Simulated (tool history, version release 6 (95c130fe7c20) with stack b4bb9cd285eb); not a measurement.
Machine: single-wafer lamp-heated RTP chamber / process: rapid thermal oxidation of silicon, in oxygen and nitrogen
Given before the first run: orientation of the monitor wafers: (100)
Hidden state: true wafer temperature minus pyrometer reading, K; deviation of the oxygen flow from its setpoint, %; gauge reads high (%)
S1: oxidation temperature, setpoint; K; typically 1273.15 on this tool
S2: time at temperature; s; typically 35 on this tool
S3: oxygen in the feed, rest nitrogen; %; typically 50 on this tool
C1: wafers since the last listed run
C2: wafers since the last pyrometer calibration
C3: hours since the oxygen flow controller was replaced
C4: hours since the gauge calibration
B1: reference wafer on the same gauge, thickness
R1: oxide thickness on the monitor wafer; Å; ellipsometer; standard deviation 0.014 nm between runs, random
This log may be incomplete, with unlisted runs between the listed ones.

{"run": 1, "hour": 0.0, "S1": 1273.15, "S2": 35, "S3": 50, "C1": 0, "C2": 4170, "C3": 1424.2, "C4": 382.5, "B1": 3.664, "R1": 38.77}
{"run": 2, "hour": 30.1, "S1": 1273.15, "S2": 35, "S3": 50, "C1": 179, "C2": 4349, "C3": 1454.3, "C4": 412.6, "B1": 3.661, "R1": 38.73}
{"run": 3, "hour": 72.9, "S1": 1273.15, "S2": 35, "S3": 50, "C1": 255, "C2": 4604, "C3": 1497.1, "C4": 455.4, "B1": 3.658, "R1": 38.88}
{"run": 4, "hour": 212.4, "S1": 1273.15, "S2": 35, "S3": 50, "C1": 831, "C2": 5436, "C3": 1636.6, "C4": 594.9, "B1": 3.66, "R1": 39.0}
{"run": 5, "hour": 266.2, "S1": 1273.15, "S2": 35, "S3": 50, "C1": 320, "C2": 5756, "C3": 1690.4, "C4": 648.7, "B1": 3.655, "R1": 39.3}
{"run": 6, "hour": 297.7, "S1": 1273.15, "S2": 35, "S3": 44, "C1": 187, "C2": 5944, "C3": 1721.9, "C4": 680.2, "B1": 3.666, "R1": 37.73}
{"run": 7, "hour": 471.0, "S1": 1273.15, "S2": 35, "S3": 28, "C1": 1032, "C2": 6977, "C3": 1895.2, "C4": 853.5, "B1": 3.658, "R1": 33.7}
{"run": 8, "hour": 555.3, "S1": 1273.15, "S2": 35, "S3": 50, "C1": 502, "C2": 7479, "C3": 1979.5, "C4": 937.8, "B1": 3.66, "R1": 40.32}
{"hour": 589.7, "done": "pyrometer window cleaned and pyrometer calibrated"}
{"run": 9, "hour": 591.7, "S1": 1273.15, "S2": 35, "S3": 50, "C1": 169, "C2": 11, "C3": 2015.9, "C4": 974.2, "B1": 3.66, "R1": 37.71}
{"hour": 601.8, "done": "gauge calibrated"}
{"run": 10, "hour": 623.8, "S1": 1273.15, "S2": 35, "S3": 50, "C1": 191, "C2": 203, "C3": 2048.0, "C4": 22.0, "B1": 3.663, "R1": 37.91}
{"hour": 653.9, "done": "oxygen flow controller replaced"}
{"run": 11, "hour": 657.6, "S1": 1273.15, "S2": 35, "S3": 50, "C1": 153, "C2": 356, "C3": 3.7, "C4": 55.8, "B1": 3.658, "R1": 37.88}
{"run": 12, "hour": 685.2, "S1": 1302.15, "S2": 41, "S3": 69, "C1": 164, "C2": 521, "C3": 31.3, "C4": 83.4, "B1": 3.669, "R1": 53.91}
{"run": 13, "hour": 735.8, "S1": 1273.15, "S2": 46, "S3": 41, "C1": 301, "C2": 822, "C3": 81.9, "C4": 134.0, "B1": 3.665, "R1": 39.62}
{"run": 14, "hour": 760.4, "S1": 1254.15, "S2": 40, "S3": 25, "C1": 146, "C2": 969, "C3": 106.5, "C4": 158.6, "B1": 3.659, "R1": 29.88}
{"run": 15, "hour": 792.0, "S1": 1290.15, "S2": 50, "S3": 65, "C1": 188, "C2": 1157, "C3": 138.1, "C4": 190.2, "B1": 3.662, "R1": 53.68}
{"run": 16, "hour": 841.3, "S1": 1254.15, "S2": 45, "S3": 29, "C1": 293, "C2": 1451, "C3": 187.4, "C4": 239.5, "B1": 3.664, "R1": 32.04}
{"run": 17, "hour": 904.0, "S1": 1273.15, "S2": 35, "S3": 65, "C1": 373, "C2": 1825, "C3": 250.1, "C4": 302.2, "B1": 3.657, "R1": 40.91}
{"run": 18, "hour": 1060.2, "S1": 1273.15, "S2": 35, "S3": 50, "C1": 930, "C2": 2756, "C3": 406.3, "C4": 458.4, "B1": 3.662, "R1": 37.94}
{"run": 19, "hour": 1117.0, "S1": 1273.15, "S2": 35, "S3": 50, "C1": 338, "C2": 3094, "C3": 463.1, "C4": 515.2, "B1": 3.654, "R1": 38.18}

Take each entry between the runs: how does the hidden state at the last listed run before it differ from the hidden state at the first listed run after it?
Between runs 8 and 9: pyrometer window cleaned and pyrometer calibrated (hour 589.7)
  true wafer temperature minus pyrometer reading, K: 9.87 -> 0.348
  measured value less the no-hidden-state value, R1: +2.47 -> +0.08 Å
Between runs 9 and 10: gauge calibrated (hour 601.8)
  true wafer temperature minus pyrometer reading, K: 0.348 -> 0.354
  measured value less the no-hidden-state value, R1: +0.08 -> +0.09 Å
Between runs 10 and 11: oxygen flow controller replaced (hour 653.9)
  true wafer temperature minus pyrometer reading, K: 0.354 -> 0.373
  measured value less the no-hidden-state value, R1: +0.09 -> +0.09 Å

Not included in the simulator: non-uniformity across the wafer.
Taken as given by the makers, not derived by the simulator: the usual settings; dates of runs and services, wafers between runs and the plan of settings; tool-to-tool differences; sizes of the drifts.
